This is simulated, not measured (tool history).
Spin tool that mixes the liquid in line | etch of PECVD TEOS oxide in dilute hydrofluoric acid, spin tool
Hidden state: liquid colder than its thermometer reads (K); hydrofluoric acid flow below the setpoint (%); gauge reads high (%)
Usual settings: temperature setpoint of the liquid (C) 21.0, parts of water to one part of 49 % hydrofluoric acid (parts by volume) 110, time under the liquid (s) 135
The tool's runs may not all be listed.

run    hour  temperature setpoint of the liquid (C)  parts of water to one part of 49 % hydrofluoric acid (parts by volume)  time under the liquid (s)  wafers since the last listed run  hours since the thermometer was replaced  hours since the hydrofluoric acid flow meter was replaced  hours since the gauge calibration  read-back film thickness of the PECVD TEOS oxide reference wafer, read on the same gauge (nm)  thickness taken off the PECVD TEOS oxide on a monitor wafer (angstrom)
  1     0.0                                    21.0                                                                      75                        135                                 0                                    2091.7                                                      573.1                             2788.7                                                                                          69.99                                                                   164.5
  2    36.6                                    21.0                                                                      75                        135                               345                                    2128.3                                                      609.7                             2825.3                                                                                          70.01                                                                   163.7
  3   130.5                                    21.0                                                                      80                         80                               886                                    2222.2                                                      703.6                             2919.2                                                                                          70.01                                                                    88.4
  4   183.4                                    21.0                                                                      80                         80                               499                                    2275.1                                                      756.5                             2972.1                                                                                          69.99                                                                    90.1
  5   273.2                                    21.0                                                                      95                        135                               847                                    2364.9                                                      846.3                             3061.9                                                                                          70.00                                                                   125.9
  6   315.1                                    21.0                                                                      95                        135                               395                                    2406.8                                                      888.2                             3103.8                                                                                          70.01                                                                   124.8
  7   382.5                                    21.0                                                                      95                        135                               636                                    2474.2                                                      955.6                             3171.2                                                                                          69.98                                                                   123.1
  8   455.3                                    23.5                                                                      70                        135                               687                                    2547.0                                                     1028.4                             3244.0                                                                                          70.01                                                                   191.1
      459.9  -- thermometer replaced
  9   561.7                                    23.5                                                                      70                        135                               994                                     101.8                                                     1134.8                             3350.4                                                                                          70.00                                                                   202.0
 10   647.0                                    23.0                                                                     110                        155                               805                                     187.1                                                     1220.1                             3435.7                                                                                          70.00                                                                   136.6
 11   688.2                                    23.0                                                                     110                        155                               388                                     228.3                                                     1261.3                             3476.9                                                                                          69.98                                                                   138.0
 12   750.0                                    23.0                                                                     110                        155                               583                                     290.1                                                     1323.1                             3538.7                                                                                          69.98                                                                   135.2
 13   852.3                                    21.0                                                                     125                        135                               965                                     392.4                                                     1425.4                             3641.0                                                                                          70.00                                                                    92.3
      885.3  -- gauge calibrated
 14   894.7                                    21.0                                                                      70                        165                               400                                     434.8                                                     1467.8                                9.4                                                                                          69.98                                                                   218.5
 15   969.9                                    21.0                                                                      95                        135                               709                                     510.0                                                     1543.0                               84.6                                                                                          70.02                                                                   128.7
 16  1013.2                                    21.0                                                                      95                        135                               408                                     553.3                                                     1586.3                              127.9                                                                                          69.98                                                                   126.8
 17  1100.9                                    23.0                                                                     110                        180                               827                                     641.0                                                     1674.0                              215.6                                                                                          70.04                                                                   154.1
 18  1151.7                                    23.5                                                                      70                        135                               479                                     691.8                                                     1724.8                              266.4                                                                                          69.98                                                                   196.9
 19  1210.6                                    18.0                                                                      90                        165                               556                                     750.7                                                     1783.7                              325.3                                                                                          70.00                                                                   143.0
 20  1277.1                                    21.0                                                                      95                        210                               627                                     817.2                                                     1850.2                              391.8                                                                                          69.97                                                                   193.5
 21  1328.1                                    23.0                                                                     140                         55                               481                                     868.2                                                     1901.2                              442.8                                                                                          70.00                                                                    35.6
     1356.8  -- hydrofluoric acid flow meter replaced
 22  1407.5                                    21.0                                                                     110                        135                               740                                     947.6                                                       50.7                              522.2                                                                                          70.04                                                                   109.4
 23  1484.9                                    22.5                                                                     145                        190                               730                                    1025.0                                                      128.1                              599.6                                                                                          69.98                                                                   120.0
 24  1535.1                                    23.5                                                                     110                        135                               473                                    1075.2                                                      178.3                              649.8                                                                                          70.03                                                                   120.8
 25  1630.9                                    17.5                                                                     125                        135                               904                                    1171.0                                                      274.1                              745.6                                                                                          70.01                                                                    82.7
 26  1674.4                                    23.0                                                                      70                        115                               410                                    1214.5                                                      317.6                              789.1                                                                                          69.98                                                                   163.7
 27  1716.8                                    25.5                                                                     155                        210                               400                                    1256.9                                                      360.0                              831.5                                                                                          69.98                                                                   136.2
 28  1758.0                                    19.5                                                                     130                        135                               388                                    1298.1                                                      401.2                              872.7                                                                                          70.01                                                                    83.9
 29  1860.2                                    17.0                                                                     110                        205                               964                                    1400.3                                                      503.4                              974.9                                                                                          70.01                                                                   136.5
 30  1949.0                                    18.0                                                                     110                         90                               838                                    1489.1                                                      592.2                             1063.7                                                                                          69.99                                                                    62.4
 31  1990.7                                    19.5                                                                     125                        135                               393                                    1530.8                                                      633.9                             1105.4                                                                                          70.01                                                                    87.5
 32  2152.3                                    25.5                                                                     110                        175                              1525                                    1692.4                                                      795.5                             1267.0                                                                                          70.04                                                                   166.7
 33  2229.5                                    21.0                                                                     110                        135                               728                                    1769.6                                                      872.7                             1344.2                                                                                          69.98                                                                   108.1
 34  2329.3                                    21.0                                                                     110                        135                               942                                    1869.4                                                      972.5                             1444.0                                                                                          70.02                                                                   105.5

The tool's hidden state at each run:
gauge reads high (%): 0 in every run
H1: liquid colder than its thermometer reads (K)
H2: hydrofluoric acid flow below the setpoint (%)
run     H1     H2
  1   1.53   1.52
  2   1.55   1.57
  3   1.62   1.71
  4   1.66   1.79
  5   1.72   1.93
  6   1.75      2
  7    1.8    2.1
  8   1.85   2.21
  9  0.322   2.37
 10  0.383    2.5
 11  0.412   2.56
 12  0.456   2.66
 13  0.528   2.81
 14  0.559   2.88
 15  0.612   2.99
 16  0.643   3.06
 17  0.705   3.19
 18  0.741   3.27
 19  0.783   3.36
 20   0.83   3.46
 21  0.866   3.54
 22  0.923  0.158
 23  0.977  0.275
 24   1.01  0.352
 25   1.08  0.498
 26   1.11  0.564
 27   1.14  0.629
 28   1.17  0.691
 29   1.24  0.847
 30   1.31  0.982
 31   1.34   1.05
 32   1.45   1.29
 33   1.51   1.41
 34   1.58   1.56
